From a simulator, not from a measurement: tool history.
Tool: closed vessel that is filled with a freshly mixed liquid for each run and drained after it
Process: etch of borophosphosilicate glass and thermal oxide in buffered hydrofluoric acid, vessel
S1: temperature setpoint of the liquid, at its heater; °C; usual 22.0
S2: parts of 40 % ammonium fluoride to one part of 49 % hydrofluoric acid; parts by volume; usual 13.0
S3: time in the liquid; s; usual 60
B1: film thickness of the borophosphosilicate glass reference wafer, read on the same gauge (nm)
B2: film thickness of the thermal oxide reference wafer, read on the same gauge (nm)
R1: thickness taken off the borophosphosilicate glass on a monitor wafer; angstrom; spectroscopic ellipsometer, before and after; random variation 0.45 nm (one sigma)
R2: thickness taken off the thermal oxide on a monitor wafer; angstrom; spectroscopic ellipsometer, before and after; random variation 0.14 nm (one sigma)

Run 1, day 0.000: usual settings but S1 18.5 °C, S2 14.5 parts by volume; B1 102.69; B2 65.34. Result: R1 353.3 angstrom, R2 311.2 angstrom.
Run 2, day 2.092: usual settings but S3 45 s; B1 102.38; B2 65.14. Result: R1 354.0 angstrom, R2 316.0 angstrom.
Run 3, day 5.267: usual settings but S3 45 s; B1 101.83; B2 64.83. Result: R1 352.8 angstrom, R2 314.8 angstrom.
Run 4, day 8.996: usual settings but S3 45 s; B1 101.19; B2 64.41. Result: R1 353.9 angstrom, R2 312.9 angstrom.
At day 9.475: gauge calibrated.
Run 5, day 11.217: usual settings; B1 112.24; B2 71.40. Result: R1 509.6 angstrom, R2 463.7 angstrom.
Run 6, day 15.354: usual settings but S2 9.5 parts by volume; B1 112.20; B2 71.38. Result: R1 698.5 angstrom, R2 616.6 angstrom.
Run 7, day 18.808: usual settings but S1 19.5 °C; B1 112.14; B2 71.35. Result: R1 453.2 angstrom, R2 402.6 angstrom.
Run 8, day 22.029: usual settings; B1 112.14; B2 71.34. Result: R1 514.6 angstrom, R2 461.7 angstrom.
At day 22.333: hydrofluoric acid flow meter replaced.
Run 9, day 24.467: usual settings; B1 112.03; B2 71.35. Result: R1 518.0 angstrom, R2 460.6 angstrom.
At day 25.283: thermometer replaced.
Run 10, day 27.017: usual settings but S3 50 s; B1 111.96; B2 71.24. Result: R1 424.4 angstrom, R2 383.0 angstrom.
Run 11, day 29.654: usual settings but S1 24.0 °C, S3 75 s; B1 111.87; B2 71.16. Result: R1 713.2 angstrom, R2 642.2 angstrom.
Run 12, day 31.892: usual settings but S1 19.5 °C, S2 9.0 parts by volume, S3 30 s; B1 111.75; B2 71.13. Result: R1 310.6 angstrom, R2 274.2 angstrom.
Run 13, day 36.229: usual settings but S2 10.5 parts by volume; B1 111.57; B2 70.95. Result: R1 630.9 angstrom, R2 562.9 angstrom.
Run 14, day 40.008: usual settings but S1 19.0 °C, S2 14.5 parts by volume, S3 45 s; B1 111.37; B2 70.87. Result: R1 294.3 angstrom, R2 262.4 angstrom.
Run 15, day 43.129: usual settings but S1 26.0 °C; B1 111.15; B2 70.74. Result: R1 633.3 angstrom, R2 566.6 angstrom.
Run 16, day 46.721: usual settings; B1 110.91; B2 70.61. Result: R1 508.2 angstrom, R2 456.9 angstrom.
Run 17, day 48.321: usual settings but S1 20.0 °C, S2 17.0 parts by volume; B1 110.79; B2 70.56. Result: R1 354.3 angstrom, R2 314.7 angstrom.
Run 18, day 52.038: usual settings but S1 20.0 °C, S2 11.5 parts by volume, S3 30 s; B1 110.51; B2 70.33. Result: R1 260.0 angstrom, R2 229.0 angstrom.
Run 19, day 54.846: usual settings; B1 110.28; B2 70.17. Result: R1 510.4 angstrom, R2 454.0 angstrom.
Run 20, day 58.088: usual settings but S1 17.5 °C, S2 18.0 parts by volume, S3 35 s; B1 109.97; B2 69.95. Result: R1 167.4 angstrom, R2 149.1 angstrom.
Run 21, day 60.154: usual settings but S1 18.5 °C, S2 11.0 parts by volume, S3 50 s; B1 109.80; B2 69.85. Result: R1 408.6 angstrom, R2 362.3 angstrom.
Run 22, day 62.521: usual settings but S1 24.5 °C; B1 109.56; B2 69.68. Result: R1 572.5 angstrom, R2 518.7 angstrom.
Run 23, day 66.467: usual settings; B1 109.13; B2 69.41. Result: R1 501.5 angstrom, R2 446.7 angstrom.
Run 24, day 70.742: usual settings but S1 24.0 °C, S2 15.0 parts by volume; B1 108.65; B2 69.15. Result: R1 483.6 angstrom, R2 435.1 angstrom.

Forecast each of these 5 alternatives for the next run:
Run A, day 70.771: usual settings but S3 70 s; B1 ?; B2 ?. Result: R1 ?, R2 ?.
Run B, day 70.771: usual settings but S1 26.5 °C, S2 9.5 parts by volume, S3 40 s; B1 ?; B2 ?. Result: R1 ?, R2 ?.
Run C, day 70.771: usual settings but S2 10.5 parts by volume, S3 30 s; B1 ?; B2 ?. Result: R1 ?, R2 ?.
Run D, day 70.771: usual settings but S1 19.0 °C, S2 16.5 parts by volume, S3 75 s; B1 ?; B2 ?. Result: R1 ?, R2 ?.
Run E, day 70.771: usual settings but S1 18.5 °C, S2 11.5 parts by volume, S3 70 s; B1 ?; B2 ?. Result: R1 ?, R2 ?.

run      B1     B2     R1     R2
  A  108.64  69.16  580.1  524.5
  B  108.64  69.16  564.8  510.9
  C  108.64  69.16  306.7  276.9
  D  108.64  69.16  416.1  375.9
  E  108.64  69.16  539.5  486.2
Without the tool's hidden state the same runs would have given:
run     R1     R2
  A  587.3  531.0
  B  571.8  517.3
  C  310.6  280.4
  D  421.3  380.6
  E  546.2  492.3
